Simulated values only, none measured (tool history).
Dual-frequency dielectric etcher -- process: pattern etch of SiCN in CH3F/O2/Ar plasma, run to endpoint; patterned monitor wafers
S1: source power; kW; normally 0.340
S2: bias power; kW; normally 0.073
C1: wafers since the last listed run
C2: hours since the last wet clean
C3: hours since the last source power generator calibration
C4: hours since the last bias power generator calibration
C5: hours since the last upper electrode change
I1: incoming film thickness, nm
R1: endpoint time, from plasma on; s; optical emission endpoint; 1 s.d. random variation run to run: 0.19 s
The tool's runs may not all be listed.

run,hour,S1,S2,C1,C2,C3,C4,C5,I1,R1
1,0.0,0.340,0.083,0,150.8,1312.6,1839.9,512.5,10.37,30.4
2,84.0,0.340,0.073,996,234.8,1396.6,1923.9,596.5,10.47,31.6
3,285.5,0.340,0.073,2391,436.3,1598.1,2125.4,798.0,10.33,31.6
4,365.8,0.360,0.073,952,516.6,1678.4,2205.7,878.3,10.42,31.1
5,408.7,0.360,0.073,509,559.5,1721.3,2248.6,921.2,10.42,30.9
# hour 512.2: wet clean of the chamber
6,512.7,0.360,0.073,949,0.5,1825.3,2352.6,1025.2,10.34,31.0
7,551.1,0.340,0.073,455,38.9,1863.7,2391.0,1063.6,10.21,31.0
8,620.8,0.340,0.073,827,108.6,1933.4,2460.7,1133.3,10.35,31.5
9,717.8,0.340,0.073,1151,205.6,2030.4,2557.7,1230.3,10.37,31.2
10,799.8,0.280,0.067,973,287.6,2112.4,2639.7,1312.3,10.35,34.7
11,896.7,0.280,0.067,1149,384.5,2209.3,2736.6,1409.2,10.40,34.8
12,993.0,0.280,0.067,1142,480.8,2305.6,2832.9,1505.5,10.42,34.5
13,1034.4,0.340,0.073,491,522.2,2347.0,2874.3,1546.9,10.28,31.1
14,1074.0,0.390,0.081,469,561.8,2386.6,2913.9,1586.5,10.46,29.1
# hour 1099.9: source power generator calibrated
15,1166.0,0.340,0.073,1044,653.8,66.1,3005.9,1678.5,10.45,31.8
16,1268.8,0.300,0.073,1219,756.6,168.9,3108.7,1781.3,10.47,33.3
17,1319.7,0.340,0.064,604,807.5,219.8,3159.6,1832.2,10.38,32.6
# hour 1366.1: wet clean of the chamber
18,1419.2,0.400,0.067,895,53.1,319.3,3259.1,1931.7,10.33,30.1
# hour 1448.3: upper electrode replaced
19,1486.4,0.290,0.081,512,120.3,386.5,3326.3,38.1,10.38,32.4
20,1545.1,0.260,0.073,696,179.0,445.2,3385.0,96.8,10.46,35.4
21,1867.9,0.340,0.073,3830,501.8,768.0,3707.8,419.6,10.44,31.5
22,1932.4,0.300,0.073,765,566.3,832.5,3772.3,484.1,10.43,33.4
23,1982.6,0.340,0.073,595,616.5,882.7,3822.5,534.3,10.36,31.5
24,2052.8,0.380,0.082,833,686.7,952.9,3892.7,604.5,10.45,29.4
# hour 2133.5: wet clean of the chamber
25,2158.2,0.340,0.083,965,24.7,1058.3,3998.1,709.9,10.38,30.3
26,2262.8,0.340,0.073,1241,129.3,1162.9,4102.7,814.5,10.30,31.3
# hour 2336.3: bias power generator calibrated
27,2362.5,0.290,0.073,1135,229.0,1262.6,26.2,914.2,10.33,33.1
28,2470.6,0.340,0.073,1282,337.1,1370.7,134.3,1022.3,10.51,31.9
29,2515.2,0.370,0.073,529,381.7,1415.3,178.9,1066.9,10.46,30.6
30,2600.9,0.270,0.073,1016,467.4,1501.0,264.6,1152.6,10.36,34.1
31,2685.0,0.270,0.063,998,551.5,1585.1,348.7,1236.7,10.36,35.5
32,2782.4,0.380,0.060,1155,648.9,1682.5,446.1,1334.1,10.46,32.0
33,2858.5,0.310,0.080,903,725.0,1758.6,522.2,1410.2,10.46,32.4
# hour 2898.4: wet clean of the chamber
34,2964.1,0.400,0.085,968,65.7,1864.2,627.8,1515.8,10.29,28.3
35,3178.5,0.420,0.058,2544,280.1,2078.6,842.2,1730.2,10.36,31.1
36,3280.0,0.340,0.073,1204,381.6,2180.1,943.7,1831.7,10.37,31.5

Alternative continuations, all from the tool just after run 36; predict every row:
A,3280.4,0.340,0.090,4,382.0,2180.5,944.1,1832.1,10.32,?
B,3280.4,0.300,0.090,4,382.0,2180.5,944.1,1832.1,10.32,?
C,3280.4,0.410,0.073,4,382.0,2180.5,944.1,1832.1,10.32,?

run,R1
A,29.3
B,30.8
C,29.0
What these runs would have given with no unlogged condition in the tool:
run,R1
A,29.3
B,30.8
C,29.0

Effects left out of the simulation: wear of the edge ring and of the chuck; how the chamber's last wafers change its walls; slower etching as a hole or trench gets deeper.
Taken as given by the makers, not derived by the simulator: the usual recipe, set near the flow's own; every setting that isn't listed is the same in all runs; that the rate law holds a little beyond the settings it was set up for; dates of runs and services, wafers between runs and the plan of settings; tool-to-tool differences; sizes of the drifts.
